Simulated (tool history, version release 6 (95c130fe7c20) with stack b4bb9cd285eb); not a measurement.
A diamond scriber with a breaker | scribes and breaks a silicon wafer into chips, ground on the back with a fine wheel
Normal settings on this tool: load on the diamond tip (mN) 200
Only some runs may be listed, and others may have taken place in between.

| run | hour | load on the diamond tip (mN) | wafers since the last listed run | hours since the diamond tip was replaced | hours since the load on the tip was calibrated | incoming depth of the damage left on the back of the incoming wafer, um | depth of the median crack under the scribed line (nm) | chips rejected at inspection after the break (%) |
|---|---|---|---|---|---|---|---|---|
| 1 | 0 | 200 | 0 | 507.3 | 539.7 | 2.25 | 8970 | 2.21 |
| 2 | 13 | 200 | 41 | 520.3 | 552.7 | 2.46 | 8980 | 2.73 |
| 3 | 29.6 | 200 | 52 | 536.9 | 569.3 | 2.88 | 8810 | 3.79 |
|  | 33.4 | load on the tip recalibrated |
| 4 | 62.4 | 225 | 97 | 569.7 | 29 | 1.76 | 9500 | 1.04 |
| 5 | 85.6 | 225 | 73 | 592.9 | 52.2 | 1.85 | 9500 | 0.97 |
| 6 | 99.1 | 227 | 42 | 606.4 | 65.7 | 2.09 | 9380 | 1.36 |
| 7 | 127.8 | 227 | 90 | 635.1 | 94.4 | 2.13 | 9500 | 1.48 |
| 8 | 157.3 | 200 | 93 | 664.6 | 123.9 | 2.34 | 8790 | 2.88 |
| 9 | 186.9 | 200 | 93 | 694.2 | 153.5 | 2.38 | 8620 | 3.09 |
| 10 | 209.4 | 200 | 71 | 716.7 | 176 | 1.53 | 8810 | 1.82 |
| 11 | 242.7 | 200 | 105 | 750 | 209.3 | 2.79 | 8620 | 4.26 |
| 12 | 258.6 | 200 | 50 | 765.9 | 225.2 | 2.61 | 8630 | 4.03 |
| 13 | 272.1 | 200 | 42 | 779.4 | 238.7 | 2.46 | 8650 | 3.46 |
| 14 | 302.3 | 200 | 95 | 809.6 | 268.9 | 1.59 | 8610 | 2.21 |
| 15 | 333.2 | 200 | 97 | 840.5 | 299.8 | 2.57 | 8510 | 3.82 |
| 16 | 353.3 | 200 | 63 | 860.6 | 319.9 | 2.67 | 8430 | 4.3 |
| 17 | 378.9 | 200 | 80 | 886.2 | 345.5 | 1.68 | 8550 | 2.54 |
| 18 | 414.6 | 200 | 112 | 921.9 | 381.2 | 3 | 8510 | 5.63 |
| 19 | 434.5 | 222 | 62 | 941.8 | 401.1 | 2.52 | 8890 | 3.09 |
| 20 | 468.9 | 200 | 108 | 976.2 | 435.5 | 1.9 | 8530 | 2.99 |
| 21 | 492.2 | 224 | 73 | 999.5 | 458.8 | 2.85 | 8980 | 3.87 |
| 22 | 518.5 | 200 | 83 | 1025.8 | 485.1 | 2.44 | 8390 | 4.44 |
| 23 | 532.7 | 246 | 44 | 1040 | 499.3 | 1.83 | 9480 | 1.26 |
| 24 | 562.6 | 174 | 94 | 1069.9 | 529.2 | 2.13 | 7910 | 6.77 |
|  | 580.3 | load on the tip recalibrated |
| 25 | 592.4 | 200 | 87 | 1099.7 | 12.1 | 2.65 | 8270 | 5.55 |
| 26 | 622.7 | 150 | 95 | 1130 | 42.4 | 2.9 | 7120 | 14.39 |
| 27 | 652.6 | 200 | 94 | 1159.9 | 72.3 | 2.68 | 8190 | 5.88 |
|  | 665 | diamond tip replaced by a new one, of another model than before |
| 28 | 675 | 256 | 64 | 10 | 94.7 | 2.93 | 10340 | 3.03 |
| 29 | 688.1 | 157 | 41 | 23.1 | 107.8 | 1.61 | 8820 | 1.6 |
| 30 | 718.6 | 233 | 96 | 53.6 | 138.3 | 1.59 | 9940 | 0.93 |
| 31 | 753.4 | 200 | 110 | 88.4 | 173.1 | 2.18 | 9480 | 1.49 |
| 32 | 781.6 | 179 | 89 | 116.6 | 201.3 | 1.54 | 9030 | 1.14 |
| 33 | 839.5 | 181 | 183 | 174.5 | 259.2 | 2.75 | 9110 | 3.09 |
| 34 | 857.8 | 220 | 57 | 192.8 | 277.5 | 2.88 | 9640 | 2.68 |
| 35 | 873 | 146 | 48 | 208 | 292.7 | 1.74 | 8390 | 2.73 |
| 36 | 892 | 221 | 60 | 227 | 311.7 | 2.73 | 9520 | 2.4 |
| 37 | 916.6 | 170 | 77 | 251.6 | 336.3 | 2.74 | 8900 | 3.84 |
| 38 | 942.5 | 180 | 81 | 277.5 | 362.2 | 2.08 | 9010 | 1.91 |
| 39 | 969.7 | 145 | 86 | 304.7 | 389.4 | 1.68 | 8460 | 3.18 |

Branching from run 39: 5 alternative next runs. What would each branch give?
| A | 970.3 | 200 | 1 | 305.3 | 390 | 2 | ? | ? |
| B | 970.3 | 184 | 1 | 305.3 | 390 | 2 | ? | ? |
| C | 970.3 | 228 | 1 | 305.3 | 390 | 2 | ? | ? |
| D | 970.3 | 250 | 1 | 305.3 | 390 | 2 | ? | ? |
| E | 970.3 | 172 | 1 | 305.3 | 390 | 2 | ? | ? |

| run | depth of the median crack under the scribed line (nm) | chips rejected at inspection after the break (%) |
|---|---|---|
| A | 9090 | 1.49 |
| B | 8850 | 1.88 |
| C | 9510 | 1.19 |
| D | 9830 | 1.26 |
| E | 8670 | 2.3 |
Stripped of hidden state, with their random variation kept, the same runs would have yielded:
| run | depth of the median crack under the scribed line (nm) | chips rejected at inspection after the break (%) |
|---|---|---|
| A | 9480 | 1.2 |
| B | 9230 | 1.34 |
| C | 9920 | 1.32 |
| D | 10250 | 1.69 |
| E | 9040 | 1.56 |
